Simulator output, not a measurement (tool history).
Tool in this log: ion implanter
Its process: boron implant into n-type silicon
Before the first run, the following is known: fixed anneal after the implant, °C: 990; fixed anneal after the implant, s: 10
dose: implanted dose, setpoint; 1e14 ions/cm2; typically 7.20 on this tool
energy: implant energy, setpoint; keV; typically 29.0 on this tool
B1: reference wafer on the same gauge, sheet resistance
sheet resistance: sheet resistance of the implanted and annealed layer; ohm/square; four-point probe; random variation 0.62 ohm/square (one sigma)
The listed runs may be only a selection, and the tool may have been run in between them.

Run 1, day 0.000: usual settings; B1 189.08. Result: sheet resistance 159.46 ohm/square.
Run 2, day 0.733: usual settings; B1 189.05. Result: sheet resistance 159.94 ohm/square.
Run 3, day 2.054: usual settings but dose 8.13 1e14 ions/cm2, energy 34.0 keV; B1 189.02. Result: sheet resistance 144.10 ohm/square.
Run 4, day 3.046: usual settings but dose 8.13 1e14 ions/cm2, energy 34.0 keV; B1 188.69. Result: sheet resistance 144.18 ohm/square.
Run 5, day 3.942: usual settings but dose 5.82 1e14 ions/cm2; B1 188.97. Result: sheet resistance 189.74 ohm/square.
Run 6, day 4.521: usual settings but dose 5.82 1e14 ions/cm2; B1 188.81. Result: sheet resistance 190.40 ohm/square.
Run 7, day 5.554: usual settings but energy 22.5 keV; B1 188.78. Result: sheet resistance 162.63 ohm/square.
Run 8, day 6.071: usual settings but energy 22.5 keV; B1 189.27. Result: sheet resistance 160.63 ohm/square.
Run 9, day 7.412: usual settings but energy 25.5 keV; B1 189.04. Result: sheet resistance 160.16 ohm/square.
At day 8.158: gauge calibrated.
Run 10, day 8.867: usual settings but energy 25.5 keV; B1 188.96. Result: sheet resistance 159.24 ohm/square.
Run 11, day 9.404: usual settings but dose 5.16 1e14 ions/cm2, energy 21.5 keV; B1 188.97. Result: sheet resistance 210.99 ohm/square.
At day 10.200: Faraday cup replaced and dose calibrated.
At day 10.821: extraction supply calibrated.
Run 12, day 10.842: usual settings; B1 189.03. Result: sheet resistance 164.26 ohm/square.
Run 13, day 11.804: usual settings; B1 189.25. Result: sheet resistance 165.40 ohm/square.
Run 14, day 13.258: usual settings but dose 9.21 1e14 ions/cm2, energy 34.5 keV; B1 188.97. Result: sheet resistance 133.98 ohm/square.
Run 15, day 14.446: usual settings but dose 7.86 1e14 ions/cm2, energy 38.0 keV; B1 188.76. Result: sheet resistance 151.31 ohm/square.
Run 16, day 15.446: usual settings but dose 9.06 1e14 ions/cm2, energy 22.5 keV; B1 188.94. Result: sheet resistance 139.00 ohm/square.
Run 17, day 16.921: usual settings; B1 189.16. Result: sheet resistance 165.46 ohm/square.
Run 18, day 18.367: usual settings but dose 9.27 1e14 ions/cm2, energy 20.0 keV; B1 189.05. Result: sheet resistance 138.58 ohm/square.
Run 19, day 19.017: usual settings but dose 6.35 1e14 ions/cm2, energy 37.0 keV; B1 189.14. Result: sheet resistance 180.55 ohm/square.
Run 20, day 19.567: usual settings but dose 9.29 1e14 ions/cm2; B1 189.13. Result: sheet resistance 133.42 ohm/square.
Run 21, day 20.450: usual settings but dose 9.21 1e14 ions/cm2, energy 34.5 keV; B1 189.17. Result: sheet resistance 134.08 ohm/square.

Alternative continuations, all from the tool just after run 21; predict every row:
Run A, day 20.467: usual settings but dose 8.47 1e14 ions/cm2; B1 ?. Result: sheet resistance ?.
Run B, day 20.467: usual settings but energy 34.5 keV; B1 ?. Result: sheet resistance ?.
Run C, day 20.467: usual settings but dose 5.47 1e14 ions/cm2, energy 22.0 keV; B1 ?. Result: sheet resistance ?.
Run D, day 20.467: usual settings but dose 8.64 1e14 ions/cm2; B1 ?. Result: sheet resistance ?.

run      B1  sheet resistance
  A  189.13            144.68
  B  189.13            163.95
  C  189.13            211.13
  D  189.13            142.35
With the hidden condition removed and each run's random variation left untouched, the same runs would have given:
run  sheet resistance
  A            145.33
  B            164.69
  C            212.07
  D            142.99

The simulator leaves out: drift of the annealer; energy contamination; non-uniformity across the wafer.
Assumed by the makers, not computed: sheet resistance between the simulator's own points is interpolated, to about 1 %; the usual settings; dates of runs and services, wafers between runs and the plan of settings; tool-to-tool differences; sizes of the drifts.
